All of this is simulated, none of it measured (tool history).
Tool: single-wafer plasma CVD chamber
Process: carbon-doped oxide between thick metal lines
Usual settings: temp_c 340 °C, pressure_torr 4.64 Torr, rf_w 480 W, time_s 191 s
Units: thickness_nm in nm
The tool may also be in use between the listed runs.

| run | day | temp_c | pressure_torr | rf_w | time_s | read-back reference wafer on the same gauge, thickness_nm | thickness_nm |
|---|---|---|---|---|---|---|---|
| 1 | 0.000 | 340 | 4.64 | 480 | 191 | 819.386 | 972.352 |
| 2 | 4.242 | 340 | 4.64 | 445 | 191 | 818.451 | 912.359 |
|  | 4.954 | showerhead replaced |
|  | 5.512 | capacitance manometer re-zeroed and calibrated |
| 3 | 11.854 | 340 | 4.64 | 445 | 191 | 818.927 | 914.158 |
| 4 | 15.871 | 340 | 4.64 | 480 | 191 | 819.691 | 977.518 |
| 5 | 19.354 | 340 | 4.64 | 480 | 191 | 819.051 | 974.329 |
|  | 21.996 | gauge calibrated |
| 6 | 22.379 | 340 | 4.64 | 480 | 191 | 818.605 | 983.658 |
| 7 | 24.875 | 340 | 4.64 | 480 | 191 | 818.347 | 983.761 |
| 8 | 26.742 | 340 | 4.64 | 480 | 191 | 817.872 | 984.735 |
| 9 | 30.462 | 340 | 4.64 | 480 | 191 | 818.073 | 984.498 |
|  | 31.388 | thermocouple changed; heater temperature recalibrated |
| 10 | 38.829 | 351 | 3.79 | 480 | 180 | 818.469 | 853.401 |
| 11 | 40.392 | 349 | 4.64 | 480 | 191 | 819.359 | 941.350 |
|  | 41.846 | RF generator calibrated |
| 12 | 43.433 | 340 | 4.64 | 400 | 191 | 819.782 | 830.894 |
| 13 | 47.596 | 340 | 4.64 | 480 | 191 | 818.211 | 985.858 |
| 14 | 49.212 | 340 | 4.64 | 480 | 191 | 819.020 | 991.668 |
| 15 | 53.654 | 340 | 4.64 | 480 | 191 | 819.142 | 990.925 |
|  | 57.117 | capacitance manometer re-zeroed and calibrated |
| 16 | 57.954 | 333 | 5.48 | 440 | 216 | 819.729 | 1090.572 |
| 17 | 62.025 | 340 | 4.64 | 450 | 213 | 818.448 | 1046.611 |
| 18 | 65.792 | 340 | 4.64 | 480 | 191 | 817.112 | 993.809 |
| 19 | 68.225 | 351 | 3.89 | 480 | 213 | 819.348 | 1043.415 |
| 20 | 70.858 | 330 | 4.64 | 480 | 191 | 818.106 | 1024.578 |
| 21 | 73.896 | 325 | 4.18 | 540 | 191 | 819.750 | 1116.963 |
|  | 74.558 | thermocouple changed; heater temperature recalibrated |
| 22 | 77.646 | 340 | 4.64 | 540 | 191 | 818.117 | 1077.706 |
| 23 | 79.996 | 340 | 4.64 | 480 | 191 | 818.519 | 983.794 |
| 24 | 83.646 | 348 | 4.27 | 395 | 202 | 819.275 | 829.181 |
| 25 | 86.750 | 340 | 4.64 | 480 | 191 | 820.888 | 981.180 |
| 26 | 91.183 | 345 | 4.14 | 480 | 191 | 819.928 | 954.138 |
| 27 | 93.479 | 349 | 5.01 | 395 | 191 | 819.150 | 806.457 |
| 28 | 95.875 | 340 | 4.64 | 480 | 191 | 818.952 | 984.914 |

4 ways to go on from here, each from the tool as it stands after run 28. What would each give?
| A | 95.896 | 340 | 4.64 | 480 | 214 | ? | ? |
| B | 95.896 | 329 | 4.64 | 480 | 191 | ? | ? |
| C | 95.896 | 333 | 3.74 | 575 | 229 | ? | ? |
| D | 95.896 | 340 | 4.64 | 520 | 191 | ? | ? |

| run | read-back reference wafer on the same gauge, thickness_nm | thickness_nm |
|---|---|---|
| A | 818.621 | 1108.922 |
| B | 818.621 | 1020.039 |
| C | 818.621 | 1338.998 |
| D | 818.621 | 1056.309 |
Without the tool's hidden state the same runs would have given:
| run | thickness_nm |
|---|---|
| A | 1111.459 |
| B | 1021.454 |
| C | 1341.036 |
| D | 1058.471 |

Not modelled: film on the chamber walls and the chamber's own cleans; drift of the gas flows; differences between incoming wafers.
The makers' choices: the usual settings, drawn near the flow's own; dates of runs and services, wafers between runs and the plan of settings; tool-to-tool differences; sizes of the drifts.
